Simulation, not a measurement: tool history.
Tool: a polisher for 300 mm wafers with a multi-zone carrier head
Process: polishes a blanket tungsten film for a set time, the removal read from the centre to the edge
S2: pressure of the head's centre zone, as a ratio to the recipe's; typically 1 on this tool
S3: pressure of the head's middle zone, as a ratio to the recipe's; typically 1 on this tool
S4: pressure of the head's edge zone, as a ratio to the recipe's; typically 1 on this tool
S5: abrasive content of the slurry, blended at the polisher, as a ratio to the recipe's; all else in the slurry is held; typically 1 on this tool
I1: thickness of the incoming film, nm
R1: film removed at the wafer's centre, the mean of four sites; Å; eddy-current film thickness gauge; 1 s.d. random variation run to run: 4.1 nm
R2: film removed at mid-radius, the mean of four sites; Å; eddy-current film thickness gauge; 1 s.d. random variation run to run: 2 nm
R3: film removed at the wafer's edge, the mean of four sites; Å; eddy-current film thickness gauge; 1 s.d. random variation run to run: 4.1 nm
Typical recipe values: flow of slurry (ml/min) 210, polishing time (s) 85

run 1 hour=0 | flow_of_slurry_(ml/min)=210 S2=1 S3=1 S4=1 S5=1 polishing_time_(s)=85 | I1=1149.1 | R1=3113 R2=3019 R3=3027
run 2 hour=77.8 | flow_of_slurry_(ml/min)=210 S2=1 S3=1 S4=1 S5=1 polishing_time_(s)=85 | I1=1164.9 | R1=3073 R2=2944 R3=3118
run 3 hour=159.9 | flow_of_slurry_(ml/min)=210 S2=1 S3=1 S4=1 S5=1 polishing_time_(s)=85 | I1=1181.8 | R1=3039 R2=2902 R3=3093
run 4 hour=227.6 | flow_of_slurry_(ml/min)=210 S2=1 S3=1.04 S4=1 S5=1 polishing_time_(s)=85 | I1=1173.8 | R1=2978 R2=2985 R3=3007
run 5 hour=264 | flow_of_slurry_(ml/min)=210 S2=1 S3=1.07 S4=1 S5=1 polishing_time_(s)=85 | I1=1167.5 | R1=2973 R2=3056 R3=3084
run 6 hour=354.9 | flow_of_slurry_(ml/min)=275 S2=1 S3=1 S4=1 S5=1 polishing_time_(s)=85 | I1=1183.4 | R1=3171 R2=3051 R3=3114
-- hour=359.8 worn pad replaced by a new one
run 7 hour=406.4 | flow_of_slurry_(ml/min)=210 S2=1 S3=1 S4=1 S5=1 polishing_time_(s)=85 | I1=1171.6 | R1=2966 R2=2887 R3=3034
run 8 hour=447.2 | flow_of_slurry_(ml/min)=210 S2=1 S3=1 S4=1 S5=1 polishing_time_(s)=85 | I1=1180.4 | R1=2997 R2=2901 R3=2983
-- hour=469.6 slurry nozzle cleaned
-- hour=657.6 centre zone pressure recalibrated
run 9 hour=670.8 | flow_of_slurry_(ml/min)=210 S2=1 S3=1 S4=1 S5=1 polishing_time_(s)=85 | I1=1164.9 | R1=3163 R2=3055 R3=3112
run 10 hour=777 | flow_of_slurry_(ml/min)=210 S2=1 S3=1 S4=1.11 S5=0.8 polishing_time_(s)=59 | I1=1156 | R1=1992 R2=1900 R3=2031
run 11 hour=879.2 | flow_of_slurry_(ml/min)=280 S2=1.04 S3=1 S4=0.9 S5=1 polishing_time_(s)=97 | I1=1166.4 | R1=3853 R2=3550 R3=3517
run 12 hour=918 | flow_of_slurry_(ml/min)=160 S2=1 S3=1 S4=1 S5=0.75 polishing_time_(s)=85 | I1=1169.1 | R1=2503 R2=2461 R3=2549
-- hour=978.6 edge zone pressure recalibrated
run 13 hour=1005.5 | flow_of_slurry_(ml/min)=210 S2=1 S3=1 S4=0.94 S5=1 polishing_time_(s)=85 | I1=1155.8 | R1=2968 R2=2919 R3=2977
-- hour=1045.9 worn pad replaced by a new one
run 14 hour=1059.8 | flow_of_slurry_(ml/min)=210 S2=1 S3=0.88 S4=1 S5=0.8 polishing_time_(s)=85 | I1=1171.7 | R1=2749 R2=2434 R3=2713
-- hour=1169 slurry nozzle cleaned
-- hour=1230.3 carrier head's membrane replaced by a new one
run 15 hour=1348.5 | flow_of_slurry_(ml/min)=210 S2=1 S3=1 S4=1 S5=1 polishing_time_(s)=85 | I1=1168.6 | R1=3168 R2=3047 R3=3088
run 16 hour=1436.3 | flow_of_slurry_(ml/min)=170 S2=0.92 S3=1 S4=0.97 S5=0.9 polishing_time_(s)=85 | I1=1159.8 | R1=2525 R2=2732 R3=2787
run 17 hour=1512.2 | flow_of_slurry_(ml/min)=210 S2=1 S3=1 S4=1 S5=1 polishing_time_(s)=85 | I1=1170.4 | R1=3000 R2=2958 R3=3030
run 18 hour=1611.7 | flow_of_slurry_(ml/min)=275 S2=1 S3=1 S4=1 S5=1 polishing_time_(s)=85 | I1=1181.2 | R1=3164 R2=3065 R3=3133
-- hour=1704.7 centre zone pressure recalibrated
run 19 hour=1748.4 | flow_of_slurry_(ml/min)=260 S2=1 S3=1 S4=0.89 S5=1 polishing_time_(s)=85 | I1=1164.3 | R1=3072 R2=3037 R3=3071
run 20 hour=1791 | flow_of_slurry_(ml/min)=210 S2=1 S3=0.88 S4=1.04 S5=1 polishing_time_(s)=85 | I1=1179.6 | R1=3002 R2=2551 R3=3005
run 21 hour=1879.7 | flow_of_slurry_(ml/min)=185 S2=1 S3=1 S4=1.04 S5=1 polishing_time_(s)=106 | I1=1193.7 | R1=3506 R2=3419 R3=3741
-- hour=1903.7 worn pad replaced by a new one
run 22 hour=1918.9 | flow_of_slurry_(ml/min)=270 S2=1 S3=1 S4=1 S5=1 polishing_time_(s)=85 | I1=1175.7 | R1=3075 R2=3026 R3=3119

Here are 3 independent what-if runs from the current tool condition. What would each one return?
run A hour=1919.4 | flow_of_slurry_(ml/min)=210 S2=1 S3=1 S4=1 S5=1 polishing_time_(s)=58 | I1=1179 | R1=? R2=? R3=?
run B hour=1919.4 | flow_of_slurry_(ml/min)=210 S2=1 S3=1.09 S4=1 S5=1.1 polishing_time_(s)=85 | I1=1179 | R1=? R2=? R3=?
run C hour=1919.4 | flow_of_slurry_(ml/min)=210 S2=1.05 S3=1 S4=1 S5=1.2 polishing_time_(s)=85 | I1=1179 | R1=? R2=? R3=?

run=A R1=1983 R2=1944 R3=1997
run=B R1=3011 R2=3175 R3=3026
run=C R1=3260 R2=3042 R3=3125
Without the tool's unlogged condition, the same runs would have read:
run=A R1=2270 R2=2192 R3=2176
run=B R1=3446 R2=3579 R3=3299
run=C R1=3731 R2=3430 R3=3406

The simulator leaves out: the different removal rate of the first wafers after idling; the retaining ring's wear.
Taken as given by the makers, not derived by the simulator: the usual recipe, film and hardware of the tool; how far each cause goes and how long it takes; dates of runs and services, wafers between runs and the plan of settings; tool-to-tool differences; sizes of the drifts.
